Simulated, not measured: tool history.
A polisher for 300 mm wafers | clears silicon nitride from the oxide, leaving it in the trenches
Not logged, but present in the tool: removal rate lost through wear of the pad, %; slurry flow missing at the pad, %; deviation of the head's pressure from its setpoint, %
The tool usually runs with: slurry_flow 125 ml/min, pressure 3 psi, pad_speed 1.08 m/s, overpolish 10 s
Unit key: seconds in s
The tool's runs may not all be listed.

run	hour	slurry_flow	pressure	pad_speed	overpolish	wafers since the last listed run	wafers polished on this pad	hours since the slurry nozzle was cleaned	hours since the head pressure was calibrated	incoming thickness of the incoming film, nm	seconds
1	0	125	3	1.08	10	0	696	505.9	1039.8	130.6	131
2	8.4	125	3	1	10	75	771	514.3	1048.2	132	143.9
3	18.6	125	3	1	10	91	863	524.5	1058.4	130.5	146.7
4	26.3	125	3	1.08	10	69	932	532.2	1066.1	129.1	131.9
5	37.6	125	3	1.08	10	101	1034	543.5	1077.4	129.1	136.5
6	43.8	125	3	1.08	10	55	1089	549.7	1083.6	130.7	137.6
# hour 50.8: worn pad replaced by a new one
7	55.7	105	3	1.08	10	70	44	561.6	1095.5	129	126.6
# hour 63.5: head pressure recalibrated
8	70.1	125	3	1.08	10	111	155	576	6.6	132.5	126.4
9	80.6	125	3	1.08	10	94	249	586.5	17.1	130.9	126.1
10	94.9	125	3	1.08	10	128	378	600.8	31.4	127.7	123.1
11	106.9	125	3	1.08	10	107	485	612.8	43.4	129.1	127.8
12	121.6	125	3	1.08	10	131	617	627.5	58.1	127.9	132.6
# hour 129.1: slurry nozzle cleaned
13	136.4	125	3.6	0.84	10	123	741	7.3	72.9	130.2	135.1
14	149.2	125	3	1.26	10	114	856	20.1	85.7	131.4	108.2
15	157.7	125	3	1.08	10	76	932	28.6	94.2	130.3	127.3
16	164.4	125	3.8	0.94	7	60	992	35.3	100.9	128.2	116.4
17	175.9	125	2.3	1.08	5	103	1095	46.8	112.4	129.4	169.5
18	192.3	155	3.8	1.44	16	147	1243	63.2	128.8	129.3	74.7
# hour 196.6: worn pad replaced by a new one
19	202.1	125	3	1.08	15	52	49	73	138.6	130.4	114.5
20	211.8	150	2	1.22	12	87	136	82.7	148.3	131.6	150.4
21	218.4	145	3	0.8	10	59	195	89.3	154.9	130.7	155.9
22	226.1	125	3	1.08	10	69	265	97	162.6	131.4	119.4
23	243.8	125	3	0.84	10	158	423	114.7	180.3	130	155.1
24	254.8	125	3	1.08	10	98	522	125.7	191.3	127.6	118.1
25	266.7	90	3	1.08	5	106	629	137.6	203.2	131.3	133.6
26	273.6	125	3	1.2	14	61	691	144.5	210.1	128.1	108.6
27	288.9	125	3	1.08	10	137	828	159.8	225.4	131.4	126.8
28	306.8	125	3	1.08	10	160	989	177.7	243.3	131.8	130.3
29	322.2	125	2.7	1.08	10	138	1127	193.1	258.7	131	145.2
30	329.2	165	3.4	1.44	12	62	1190	200.1	265.7	131.6	84.9
# hour 337.2: worn pad replaced by a new one
31	339.7	125	3	1.08	10	58	22	210.6	276.2	128.5	113.1
32	356.1	125	3	1.08	10	147	169	227	292.6	129.3	117.2
33	362.4	125	3.5	1.08	15	56	226	233.3	298.9	132.2	103.4
34	378.7	125	3	1.08	10	146	372	249.6	315.2	128	118.1
35	391.1	125	3	0.88	10	111	484	262	327.6	130.1	149.8
36	397.7	85	2.5	1.2	12	59	543	268.6	334.2	130.6	142.8

Results per run with the tool's hidden condition removed, run-to-run variation unchanged:
run	seconds
1	114.8
2	124.8
3	125.7
4	112
5	114.3
6	114.3
7	117.9
8	116.7
9	115
10	110.4
11	112.9
12	115.1
13	123.7
14	97.9
15	114.2
16	103.7
17	149.3
18	64.7
19	113.5
20	147.9
21	152.3
22	115.8
23	147.9
24	111.4
25	124.4
26	100.6
27	115.7
28	116.7
29	127.9
30	74.4
31	111.7
32	113.9
33	99.9
34	112.2
35	140.6
36	132.6
